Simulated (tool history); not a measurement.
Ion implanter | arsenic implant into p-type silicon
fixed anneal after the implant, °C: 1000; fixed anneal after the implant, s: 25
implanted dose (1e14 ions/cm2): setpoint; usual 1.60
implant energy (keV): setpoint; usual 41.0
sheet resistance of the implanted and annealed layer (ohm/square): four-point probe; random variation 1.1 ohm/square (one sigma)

run,hour,implanted dose (1e14 ions/cm2),implant energy (keV),wafers since the last listed run,hours since the last dose calibration,hours since the extraction supply was calibrated,hours since the gauge calibration,"read-back reference wafer on the same gauge, sheet resistance",sheet resistance of the implanted and annealed layer (ohm/square)
1,0.0,1.60,41.0,0,286.3,6352.1,463.6,416.59,396.71
2,79.0,1.60,52.0,1064,365.3,6431.1,542.6,416.30,380.69
3,153.9,1.60,41.0,1009,440.2,6506.0,617.5,417.12,397.06
# hour 206.2: gauge calibrated
4,210.4,1.45,41.0,761,496.7,6562.5,4.2,416.80,425.98
5,282.0,1.45,41.0,964,568.3,6634.1,75.8,417.66,426.18
6,350.5,1.45,41.0,923,636.8,6702.6,144.3,417.18,427.24
# hour 461.3: extraction supply calibrated
7,461.8,1.60,41.0,1391,748.1,0.5,255.6,417.18,398.22
8,534.3,1.95,36.0,976,820.6,73.0,328.1,417.21,354.77
9,615.8,1.95,36.0,1098,902.1,154.5,409.6,416.71,352.34
10,666.2,1.37,53.5,679,952.5,204.9,460.0,416.95,425.01
11,705.9,1.60,41.0,534,992.2,244.6,499.7,416.76,401.80
12,770.3,1.39,31.5,867,1056.6,309.0,564.1,417.10,461.26
13,813.0,1.80,54.0,575,1099.3,351.7,606.8,417.02,352.17
# hour 836.2: gauge calibrated
14,870.4,1.82,32.5,773,1156.7,409.1,34.2,417.67,381.56
# hour 941.2: Faraday cup replaced and dose calibrated
15,954.0,1.21,49.0,1018,12.8,492.7,117.8,416.58,463.94
16,1020.3,1.60,41.0,893,79.1,559.0,184.1,417.27,395.17
17,1083.8,1.78,41.0,855,142.6,622.5,247.6,417.08,368.06
18,1163.1,1.95,55.0,1068,221.9,701.8,326.9,416.88,329.15
19,1214.5,1.60,45.5,692,273.3,753.2,378.3,417.76,388.62

The same runs without the tool's hidden state, with the same run-to-run variation:
The hidden state here: deviation of the true dose from the Faraday cup's reading, %; deviation of the true energy from its setpoint, %; gauge reads high (%).
run,sheet resistance of the implanted and annealed layer (ohm/square)
1,396.00
2,379.73
3,395.75
4,424.35
5,424.25
6,425.02
7,395.69
8,352.19
9,349.48
10,421.59
11,398.28
12,456.91
13,348.74
14,377.48
15,464.62
16,395.51
17,368.15
18,328.97
19,388.22
